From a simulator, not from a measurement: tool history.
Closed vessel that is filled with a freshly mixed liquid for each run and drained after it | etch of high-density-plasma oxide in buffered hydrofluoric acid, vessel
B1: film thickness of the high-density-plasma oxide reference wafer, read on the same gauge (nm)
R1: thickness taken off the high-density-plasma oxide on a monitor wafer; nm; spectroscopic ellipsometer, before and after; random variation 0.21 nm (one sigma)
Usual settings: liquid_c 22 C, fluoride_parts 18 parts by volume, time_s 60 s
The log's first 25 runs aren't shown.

Run 26, hour 311.7: usual settings but liquid_c 23.5 C, fluoride_parts 22 parts by volume; B1 40. Result: R1 31.79 nm.
Run 27, hour 322.7: usual settings but liquid_c 26.5 C, fluoride_parts 14.5 parts by volume, time_s 75 s; B1 39.99. Result: R1 68.09 nm.
Run 28, hour 335.1: usual settings but liquid_c 19.5 C, time_s 35 s; B1 39.99. Result: R1 17.4 nm.
Run 29, hour 343.9: usual settings but time_s 70 s; B1 39.99. Result: R1 40.04 nm.
Run 30, hour 353: usual settings but liquid_c 23.5 C, fluoride_parts 22 parts by volume; B1 39.99. Result: R1 31.78 nm.
Run 31, hour 370: usual settings; B1 40. Result: R1 34.68 nm.
Run 32, hour 384.2: usual settings but liquid_c 19.5 C, fluoride_parts 14 parts by volume; B1 39.98. Result: R1 38.19 nm.
Run 33, hour 402: usual settings but liquid_c 23.5 C, fluoride_parts 15 parts by volume; B1 40. Result: R1 44.43 nm.

3 ways to go on from here, each from the tool as it stands after run 33. What would each give?
Run A, hour 402.7: usual settings; B1 ?. Result: R1 ?.
Run B, hour 402.7: usual settings but liquid_c 24.5 C, fluoride_parts 20 parts by volume, time_s 80 s; B1 ?. Result: R1 ?.
Run C, hour 402.7: usual settings but liquid_c 17.5 C, time_s 95 s; B1 ?. Result: R1 ?.

run     B1     R1
  A  40.01  34.38
  B  40.01  47.42
  C  40.01  42.25
Without the tool's hidden state the same runs would have given:
run     R1
  A  34.92
  B  48.15
  C  42.93
